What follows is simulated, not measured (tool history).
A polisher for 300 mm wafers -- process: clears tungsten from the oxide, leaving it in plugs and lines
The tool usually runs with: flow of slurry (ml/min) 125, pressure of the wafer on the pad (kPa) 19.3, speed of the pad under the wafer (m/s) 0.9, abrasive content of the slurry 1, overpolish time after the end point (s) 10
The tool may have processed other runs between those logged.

run	hour	flow of slurry (ml/min)	pressure of the wafer on the pad (kPa)	speed of the pad under the wafer (m/s)	abrasive content of the slurry	overpolish time after the end point (s)	wafers since the last listed run	wafers polished on this pad	hours since the slurry nozzle was cleaned	hours since the head pressure was calibrated	hours since the slurry blender was calibrated	hours since the slurry got fresh peroxide	incoming thickness of the incoming film, nm	time until the end point was called (s)
1	0	125	19.3	0.9	1	10	0	536	631.4	204.6	110.6	83	507.6	190.4
# hour 28.3: worn pad replaced by a new one
# hour 28.4: slurry tank refilled with fresh slurry and peroxide
2	58.2	125	19.3	0.9	1	10	467	257	689.6	262.8	168.8	29.8	509.4	186.3
3	93.8	125	19.3	0.9	1	14	307	565	725.2	298.4	204.4	65.4	496.7	180.3
# hour 112.5: slurry blender recalibrated
# hour 127.4: worn pad replaced by a new one
4	127.9	125	19.3	0.9	1	14	242	4	759.3	332.5	15.4	99.5	506	191.1
5	139.5	125	19.3	0.9	1	14	100	104	770.9	344.1	27	111.1	508.9	190.5
# hour 148.2: slurry tank refilled with fresh slurry and peroxide
6	159.3	125	19.3	1.1	1	10	162	267	790.7	363.9	46.8	11.1	510.5	158.4
7	179.2	125	19.3	0.9	1	10	171	439	810.6	383.8	66.7	31	496.6	179.7
# hour 197.6: slurry nozzle cleaned
# hour 214.5: worn pad replaced by a new one
8	215	125	19.3	0.9	1	10	266	4	17.4	419.6	102.5	66.8	503.8	185.4
9	234.8	125	19.3	0.9	1	10	171	175	37.2	439.4	122.3	86.6	505.3	187.4
# hour 251.7: slurry tank refilled with fresh slurry and peroxide
10	258.5	95	19.3	0.9	1	8	196	371	60.9	463.1	146	6.8	505.5	200.7
11	287.5	125	19.3	0.9	1	16	250	622	89.9	492.1	175	35.8	504.4	188.3
# hour 322.3: worn pad replaced by a new one
12	322.8	125	26.2	0.9	1	6	270	4	125.2	527.4	210.3	71.1	499	139.2
# hour 355.3: slurry tank refilled with fresh slurry and peroxide
13	357.4	125	19.3	1.1	1	10	290	294	159.8	562	244.9	2.1	502.2	153
# hour 373.5: head pressure recalibrated
# hour 378.3: slurry blender recalibrated
14	378.8	125	19.3	0.9	1	10	150	444	181.2	5.3	0.5	23.5	507.1	189.9
15	408.2	125	19.3	0.9	1	10	253	698	210.6	34.7	29.9	52.9	503.3	190
# hour 422.6: worn pad replaced by a new one
16	440.7	105	19.3	0.9	1	10	246	156	243.1	67.2	62.4	85.4	505.3	194.3
# hour 461.6: slurry tank refilled with fresh slurry and peroxide
17	469.5	125	23.4	0.64	1	10	240	396	271.9	96	91.2	7.9	504.2	205.4
18	498.2	125	14.5	0.9	1	10	247	644	300.6	124.7	119.9	36.6	497.7	237.2

What if the next run were any one of these 5? Each begins from the tool's condition after run 18:
A	498.7	125	19.3	0.9	1	10	4	648	301.1	125.2	120.4	37.1	503	?
B	498.7	125	19.3	0.9	0.85	10	4	648	301.1	125.2	120.4	37.1	503	?
C	498.7	90	19.3	0.9	1.1	5	4	648	301.1	125.2	120.4	37.1	503	?
D	498.7	125	19.3	0.9	1.3	10	4	648	301.1	125.2	120.4	37.1	503	?
E	498.7	125	24.1	0.9	1	16	4	648	301.1	125.2	120.4	37.1	503	?

run	time until the end point was called (s)
A	183.3
B	192.9
C	194.7
D	169.3
E	149
Stripped of hidden state, with their random variation kept, the same runs would have yielded:
run	time until the end point was called (s)
A	183.3
B	192.9
C	194.7
D	169.3
E	149
